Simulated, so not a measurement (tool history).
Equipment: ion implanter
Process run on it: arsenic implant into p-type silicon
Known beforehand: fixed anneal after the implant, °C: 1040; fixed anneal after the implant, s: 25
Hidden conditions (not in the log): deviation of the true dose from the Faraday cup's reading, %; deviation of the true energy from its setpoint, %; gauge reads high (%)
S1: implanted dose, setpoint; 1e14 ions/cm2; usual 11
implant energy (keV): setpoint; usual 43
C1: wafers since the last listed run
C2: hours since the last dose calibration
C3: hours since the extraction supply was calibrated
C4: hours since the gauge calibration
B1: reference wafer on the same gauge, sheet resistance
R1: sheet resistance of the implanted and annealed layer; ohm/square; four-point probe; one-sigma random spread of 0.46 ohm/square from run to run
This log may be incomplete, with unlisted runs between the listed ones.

run 1 hour=0 | S1=11 implant_energy_(keV)=43 | C1=0 C2=388.6 C3=1967.7 C4=175.7 | B1=115.42 | R1=96.65
run 2 hour=29.2 | S1=11 implant_energy_(keV)=43 | C1=659 C2=417.8 C3=1996.9 C4=204.9 | B1=115.69 | R1=98.3
run 3 hour=48.4 | S1=9.02 implant_energy_(keV)=43 | C1=433 C2=437 C3=2016.1 C4=224.1 | B1=115.81 | R1=112.64
run 4 hour=66.5 | S1=9.02 implant_energy_(keV)=43 | C1=409 C2=455.1 C3=2034.2 C4=242.2 | B1=115.78 | R1=112.47
run 5 hour=87.9 | S1=9.02 implant_energy_(keV)=43 | C1=483 C2=476.5 C3=2055.6 C4=263.6 | B1=116.09 | R1=112.02
run 6 hour=117.9 | S1=13.55 implant_energy_(keV)=53.5 | C1=677 C2=506.5 C3=2085.6 C4=293.6 | B1=116.07 | R1=81.89
run 7 hour=142.9 | S1=11 implant_energy_(keV)=43 | C1=564 C2=531.5 C3=2110.6 C4=318.6 | B1=116.13 | R1=97.4
run 8 hour=157.3 | S1=11 implant_energy_(keV)=43 | C1=325 C2=545.9 C3=2125 C4=333 | B1=116.06 | R1=98.15
run 9 hour=193.3 | S1=11 implant_energy_(keV)=43 | C1=813 C2=581.9 C3=2161 C4=369 | B1=116.07 | R1=97.78
run 10 hour=223.1 | S1=11 implant_energy_(keV)=43 | C1=673 C2=611.7 C3=2190.8 C4=398.8 | B1=116.09 | R1=98.32
run 11 hour=244.4 | S1=11 implant_energy_(keV)=43 | C1=481 C2=633 C3=2212.1 C4=420.1 | B1=116.19 | R1=98.41
run 12 hour=313.9 | S1=11 implant_energy_(keV)=43 | C1=1570 C2=702.5 C3=2281.6 C4=489.6 | B1=116.37 | R1=98.19
run 13 hour=335.9 | S1=11 implant_energy_(keV)=43 | C1=497 C2=724.5 C3=2303.6 C4=511.6 | B1=116.24 | R1=98.48
run 14 hour=354 | S1=11 implant_energy_(keV)=43 | C1=409 C2=742.6 C3=2321.7 C4=529.7 | B1=116.24 | R1=97.72
run 15 hour=388.5 | S1=12.67 implant_energy_(keV)=43 | C1=779 C2=777.1 C3=2356.2 C4=564.2 | B1=116.42 | R1=89.42
-- hour=415.2 extraction supply calibrated
run 16 hour=420.7 | S1=8.12 implant_energy_(keV)=43 | C1=546 C2=809.3 C3=5.5 C4=596.4 | B1=116.35 | R1=121.47
-- hour=425.4 gauge calibrated
-- hour=435.8 Faraday cup replaced and dose calibrated
run 17 hour=448.1 | S1=11 implant_energy_(keV)=36.5 | C1=438 C2=12.3 C3=32.9 C4=22.7 | B1=114.04 | R1=98.15
run 18 hour=470.7 | S1=11 implant_energy_(keV)=43 | C1=510 C2=34.9 C3=55.5 C4=45.3 | B1=114.23 | R1=96.87
run 19 hour=493.9 | S1=9.35 implant_energy_(keV)=52.5 | C1=524 C2=58.1 C3=78.7 C4=68.5 | B1=114.85 | R1=105.94
run 20 hour=525.7 | S1=9.31 implant_energy_(keV)=52 | C1=718 C2=89.9 C3=110.5 C4=100.3 | B1=114.68 | R1=105.65
run 21 hour=552 | S1=8.83 implant_energy_(keV)=35 | C1=594 C2=116.2 C3=136.8 C4=126.6 | B1=115.1 | R1=116.99
run 22 hour=575.5 | S1=9 implant_energy_(keV)=43 | C1=531 C2=139.7 C3=160.3 C4=150.1 | B1=115.15 | R1=112.02
run 23 hour=592.3 | S1=11 implant_energy_(keV)=43 | C1=379 C2=156.5 C3=177.1 C4=166.9 | B1=115.3 | R1=97.69
run 24 hour=621.2 | S1=11 implant_energy_(keV)=43 | C1=653 C2=185.4 C3=206 C4=195.8 | B1=115.51 | R1=96.56
run 25 hour=638.3 | S1=8.14 implant_energy_(keV)=29 | C1=386 C2=202.5 C3=223.1 C4=212.9 | B1=115.38 | R1=126.62
run 26 hour=652.4 | S1=14.14 implant_energy_(keV)=47.5 | C1=318 C2=216.6 C3=237.2 C4=227 | B1=115.38 | R1=81.29
run 27 hour=669 | S1=11 implant_energy_(keV)=43 | C1=375 C2=233.2 C3=253.8 C4=243.6 | B1=115.54 | R1=97.77
run 28 hour=697.1 | S1=12.66 implant_energy_(keV)=38 | C1=635 C2=261.3 C3=281.9 C4=271.7 | B1=116 | R1=90.88
run 29 hour=728.3 | S1=11 implant_energy_(keV)=43 | C1=705 C2=292.5 C3=313.1 C4=302.9 | B1=115.69 | R1=98.28
run 30 hour=749.8 | S1=11 implant_energy_(keV)=43 | C1=485 C2=314 C3=334.6 C4=324.4 | B1=115.8 | R1=98.45
run 31 hour=780.9 | S1=11 implant_energy_(keV)=43 | C1=702 C2=345.1 C3=365.7 C4=355.5 | B1=116.27 | R1=98.15

Hidden condition of the tool, last listed run before each entry between runs versus first listed run after:
Between runs 15 and 16: extraction supply calibrated (hour 415.2)
  gauge reads high (%): 2.27 -> 2.28
  measured minus no-state result, R1: +1.98 -> +2.71 ohm/square
Between runs 16 and 17: gauge calibrated (hour 425.4); Faraday cup replaced and dose calibrated (hour 435.8)
  gauge reads high (%): 2.28 -> 0.186
  measured minus no-state result, R1: +2.71 -> +0.18 ohm/square
